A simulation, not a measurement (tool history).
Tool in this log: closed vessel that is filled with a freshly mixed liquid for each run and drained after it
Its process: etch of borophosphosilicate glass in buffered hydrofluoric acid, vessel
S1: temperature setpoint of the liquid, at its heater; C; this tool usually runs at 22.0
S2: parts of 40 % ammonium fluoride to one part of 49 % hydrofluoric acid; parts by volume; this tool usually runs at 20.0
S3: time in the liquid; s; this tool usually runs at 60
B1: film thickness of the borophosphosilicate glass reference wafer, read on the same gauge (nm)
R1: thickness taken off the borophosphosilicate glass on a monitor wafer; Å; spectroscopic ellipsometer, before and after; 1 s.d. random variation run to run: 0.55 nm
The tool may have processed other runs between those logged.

Run 1, hour 0.0: usual settings but S2 16.5 parts by volume, S3 80 s; B1 139.99. Result: R1 973.7 Å.
Run 2, hour 92.7: usual settings; B1 139.95. Result: R1 604.0 Å.
Run 3, hour 192.8: usual settings but S3 35 s; B1 139.99. Result: R1 353.2 Å.
Run 4, hour 269.8: usual settings but S3 35 s; B1 140.03. Result: R1 351.6 Å.
At hour 316.0: gauge calibrated.
At hour 355.1: thermometer replaced.
Run 5, hour 373.5: usual settings but S3 35 s; B1 140.01. Result: R1 355.7 Å.
Run 6, hour 450.1: usual settings; B1 139.98. Result: R1 601.7 Å.
At hour 491.5: hydrofluoric acid flow meter replaced.
Run 7, hour 500.3: usual settings; B1 139.99. Result: R1 615.8 Å.
Run 8, hour 570.1: usual settings but S1 20.0 C, S3 75 s; B1 140.04. Result: R1 666.8 Å.
Run 9, hour 666.1: usual settings; B1 140.02. Result: R1 597.8 Å.
Run 10, hour 737.3: usual settings but S1 20.5 C; B1 140.02. Result: R1 554.9 Å.
Run 11, hour 808.5: usual settings but S3 90 s; B1 139.98. Result: R1 902.3 Å.
At hour 826.1: gauge calibrated.
Run 12, hour 874.8: usual settings; B1 140.02. Result: R1 609.0 Å.
Run 13, hour 918.0: usual settings but S1 26.5 C, S2 14.5 parts by volume, S3 75 s; B1 140.05. Result: R1 1320.1 Å.
Run 14, hour 990.3: usual settings but S1 24.5 C, S2 26.5 parts by volume, S3 85 s; B1 140.03. Result: R1 816.6 Å.

Give the tool's hidden conditions for every run:
liquid colder than its thermometer reads (K): 0, the same for each run
hydrofluoric acid flow below the setpoint (%): 0, the same for each run
gauge reads high (%): 0, the same for each run

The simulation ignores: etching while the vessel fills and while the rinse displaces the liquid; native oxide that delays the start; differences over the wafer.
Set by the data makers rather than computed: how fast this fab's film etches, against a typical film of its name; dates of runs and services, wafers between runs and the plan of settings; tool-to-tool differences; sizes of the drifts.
